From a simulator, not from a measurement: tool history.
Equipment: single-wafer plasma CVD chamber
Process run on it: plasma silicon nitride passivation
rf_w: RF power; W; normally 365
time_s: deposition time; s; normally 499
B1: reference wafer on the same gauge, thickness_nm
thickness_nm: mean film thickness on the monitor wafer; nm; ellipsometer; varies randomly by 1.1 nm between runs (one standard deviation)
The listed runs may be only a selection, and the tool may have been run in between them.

run 1 hour=0.0 | rf_w=365 time_s=499 | B1=764.201 | thickness_nm=717.777
run 2 hour=10.2 | rf_w=365 time_s=499 | B1=763.805 | thickness_nm=719.781
run 3 hour=22.9 | rf_w=365 time_s=499 | B1=763.901 | thickness_nm=720.158
run 4 hour=40.2 | rf_w=365 time_s=499 | B1=764.085 | thickness_nm=718.589
run 5 hour=62.1 | rf_w=330 time_s=499 | B1=763.835 | thickness_nm=694.092
run 6 hour=73.7 | rf_w=330 time_s=499 | B1=764.227 | thickness_nm=694.715
run 7 hour=87.3 | rf_w=330 time_s=499 | B1=763.874 | thickness_nm=694.294
run 8 hour=93.6 | rf_w=365 time_s=438 | B1=763.954 | thickness_nm=628.744
run 9 hour=103.8 | rf_w=365 time_s=438 | B1=763.998 | thickness_nm=630.301
run 10 hour=116.9 | rf_w=310 time_s=499 | B1=763.899 | thickness_nm=677.565
run 11 hour=133.9 | rf_w=365 time_s=499 | B1=764.045 | thickness_nm=718.926
run 12 hour=145.7 | rf_w=365 time_s=499 | B1=763.940 | thickness_nm=717.126
-- hour=146.9 gauge calibrated
run 13 hour=160.2 | rf_w=420 time_s=499 | B1=764.074 | thickness_nm=751.675
run 14 hour=185.0 | rf_w=415 time_s=499 | B1=764.190 | thickness_nm=749.595
run 15 hour=200.8 | rf_w=415 time_s=499 | B1=764.036 | thickness_nm=747.362
-- hour=222.2 showerhead replaced
run 16 hour=240.8 | rf_w=410 time_s=471 | B1=763.899 | thickness_nm=705.219
run 17 hour=248.9 | rf_w=320 time_s=499 | B1=764.064 | thickness_nm=684.243
run 18 hour=263.0 | rf_w=365 time_s=499 | B1=764.010 | thickness_nm=716.501
run 19 hour=276.0 | rf_w=435 time_s=407 | B1=763.837 | thickness_nm=619.362
run 20 hour=286.4 | rf_w=310 time_s=565 | B1=763.805 | thickness_nm=765.973
run 21 hour=297.8 | rf_w=365 time_s=436 | B1=763.849 | thickness_nm=625.908
-- hour=313.5 RF generator calibrated
run 22 hour=314.0 | rf_w=435 time_s=474 | B1=763.870 | thickness_nm=742.108
run 23 hour=323.1 | rf_w=365 time_s=499 | B1=763.945 | thickness_nm=736.154
run 24 hour=336.9 | rf_w=320 time_s=423 | B1=764.033 | thickness_nm=596.809
run 25 hour=350.3 | rf_w=365 time_s=499 | B1=764.219 | thickness_nm=735.826
run 26 hour=360.8 | rf_w=365 time_s=499 | B1=763.980 | thickness_nm=737.618
run 27 hour=377.7 | rf_w=340 time_s=528 | B1=763.682 | thickness_nm=758.216
run 28 hour=414.9 | rf_w=435 time_s=575 | B1=764.040 | thickness_nm=898.522
run 29 hour=429.8 | rf_w=315 time_s=524 | B1=764.070 | thickness_nm=735.687
run 30 hour=439.3 | rf_w=365 time_s=499 | B1=764.030 | thickness_nm=733.641
run 31 hour=456.1 | rf_w=365 time_s=499 | B1=763.907 | thickness_nm=734.275

Each row is a separate what-if for the run after 31, all from the same tool condition, not one after another. Results?
run A hour=456.6 | rf_w=295 time_s=499 | B1=? | thickness_nm=?
run B hour=456.6 | rf_w=400 time_s=467 | B1=? | thickness_nm=?
run C hour=456.6 | rf_w=415 time_s=593 | B1=? | thickness_nm=?

run=A B1=764.084 thickness_nm=682.966
run=B B1=764.084 thickness_nm=710.063
run=C B1=764.084 thickness_nm=912.906
Take away the tool's hidden state, keep each run's random variation, and the runs would have read:
run=A thickness_nm=684.634
run=B thickness_nm=711.797
run=C thickness_nm=915.136

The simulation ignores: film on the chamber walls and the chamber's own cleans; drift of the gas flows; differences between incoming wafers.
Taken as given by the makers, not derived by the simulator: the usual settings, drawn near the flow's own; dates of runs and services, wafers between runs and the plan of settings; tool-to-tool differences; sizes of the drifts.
